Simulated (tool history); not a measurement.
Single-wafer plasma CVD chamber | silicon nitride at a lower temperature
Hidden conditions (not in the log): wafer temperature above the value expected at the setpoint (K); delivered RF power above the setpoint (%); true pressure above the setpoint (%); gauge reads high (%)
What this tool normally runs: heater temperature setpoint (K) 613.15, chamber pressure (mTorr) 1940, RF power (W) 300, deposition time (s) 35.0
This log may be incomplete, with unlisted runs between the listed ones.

run     day  heater temperature setpoint (K)  chamber pressure (mTorr)  RF power (W)  deposition time (s)  wafers since the last listed run  hours since the last thermocouple change  hours since the last RF generator calibration  hours since the last manometer calibration  hours since the showerhead was replaced  hours since the gauge calibration  read-back reference wafer on the same gauge, thickness_nm  mean film thickness on the monitor wafer (angstrom)
  1   0.000                           613.15                      1940           300                 35.0                                 0                                     285.9                                          589.2                                      1753.1                                   4688.4                             1618.2                                                     42.973                                               440.21
  2   3.154                           613.15                      1760           300                 35.0                              2232                                     361.6                                          664.9                                      1828.8                                   4764.1                             1693.9                                                     43.001                                               433.06
  3   5.729                           613.15                      1760           300                 35.0                              1822                                     423.4                                          726.7                                      1890.6                                   4825.9                             1755.7                                                     42.966                                               430.99
  4   7.879                           613.15                      1760           300                 35.0                              1521                                     475.0                                          778.3                                      1942.2                                   4877.5                             1807.3                                                     42.974                                               428.61
  5  12.079                           621.15                      1560           300                 35.0                              2972                                     575.8                                          879.1                                      2043.0                                   4978.3                             1908.1                                                     43.055                                               417.06
  6  15.217                           621.15                      1560           300                 35.0                              2220                                     651.1                                          954.4                                      2118.3                                   5053.6                             1983.4                                                     43.036                                               417.76
  7  17.008                           613.15                      1940           300                 35.0                              1268                                     694.1                                          997.4                                      2161.3                                   5096.6                             2026.4                                                     42.998                                               442.84
     17.992  -- capacitance manometer re-zeroed and calibrated
     18.004  -- RF generator calibrated
  8  21.258                           613.15                      1940           300                 35.0                              2764                                     796.1                                           78.1                                        78.4                                   5198.6                             2128.4                                                     42.923                                               442.62
     26.250  -- gauge calibrated
  9  33.954                           613.15                      1940           300                 35.0                              8986                                    1100.8                                          382.8                                       383.1                                   5503.3                              184.9                                                     43.056                                               444.24
 10  36.154                           613.15                      1940           300                 30.7                              1557                                    1153.6                                          435.6                                       435.9                                   5556.1                              237.7                                                     42.963                                               385.02
 11  38.692                           613.15                      1940           300                 35.0                              1796                                    1214.5                                          496.5                                       496.8                                   5617.0                              298.6                                                     43.037                                               441.10
 12  42.025                           619.15                      1940           280                 38.1                              2359                                    1294.5                                          576.5                                       576.8                                   5697.0                              378.6                                                     43.117                                               458.47
     42.838  -- thermocouple changed; heater temperature recalibrated
 13  52.658                           609.15                      2270           280                 29.8                              7290                                     235.7                                          831.7                                       832.0                                   5952.2                              633.8                                                     42.944                                               370.29
 14  55.842                           613.15                      1940           300                 35.0                              2253                                     312.1                                          908.1                                       908.4                                   6028.6                              710.2                                                     42.941                                               442.95
 15  57.850                           626.15                      1680           345                 41.5                              1421                                     360.3                                          956.3                                       956.6                                   6076.8                              758.4                                                     42.956                                               550.28
 16  61.904                           620.15                      2120           285                 40.2                              2869                                     457.6                                         1053.6                                      1053.9                                   6174.1                              855.7                                                     43.040                                               498.12
 17  65.429                           613.15                      1730           255                 41.9                              2495                                     542.2                                         1138.2                                      1138.5                                   6258.7                              940.3                                                     43.012                                               454.10
     66.538  -- RF generator calibrated
     69.817  -- showerhead replaced
 18  71.817                           613.15                      2300           280                 29.1                              4049                                     695.5                                          126.7                                      1291.8                                     48.0                             1093.6                                                     42.993                                               365.84
 19  74.608                           602.15                      1600           260                 32.9                              1975                                     762.5                                          193.7                                      1358.8                                    115.0                             1160.6                                                     43.123                                               354.53
 20  76.225                           606.15                      1940           325                 41.8                              1144                                     801.3                                          232.5                                      1397.6                                    153.8                             1199.4                                                     42.987                                               559.13
 21  79.275                           606.15                      1940           265                 35.0                              2158                                     874.5                                          305.7                                      1470.8                                    227.0                             1272.6                                                     42.938                                               405.54
 22  81.133                           620.15                      1800           325                 39.6                              1315                                     919.1                                          350.3                                      1515.4                                    271.6                             1317.2                                                     42.960                                               507.48
 23  85.058                           604.15                      1940           300                 35.0                              2778                                    1013.3                                          444.5                                      1609.6                                    365.8                             1411.4                                                     43.076                                               440.23
 24  88.217                           613.15                      1940           300                 35.0                              2235                                    1089.1                                          520.3                                      1685.4                                    441.6                             1487.2                                                     42.915                                               443.18

Expected results for the next run?
 25  90.171                           613.15                      1940           320                 35.0                              1383                                    1136.0                                          567.2                                      1732.3                                    488.5                             1534.1                                                          ?                                                    ?

Run 25 gave read-back reference wafer on the same gauge, thickness_nm 43.067, mean film thickness on the monitor wafer (angstrom) 459.41.
Minus the tool's unlogged condition, the same run would have read mean film thickness on the monitor wafer (angstrom) 459.41.
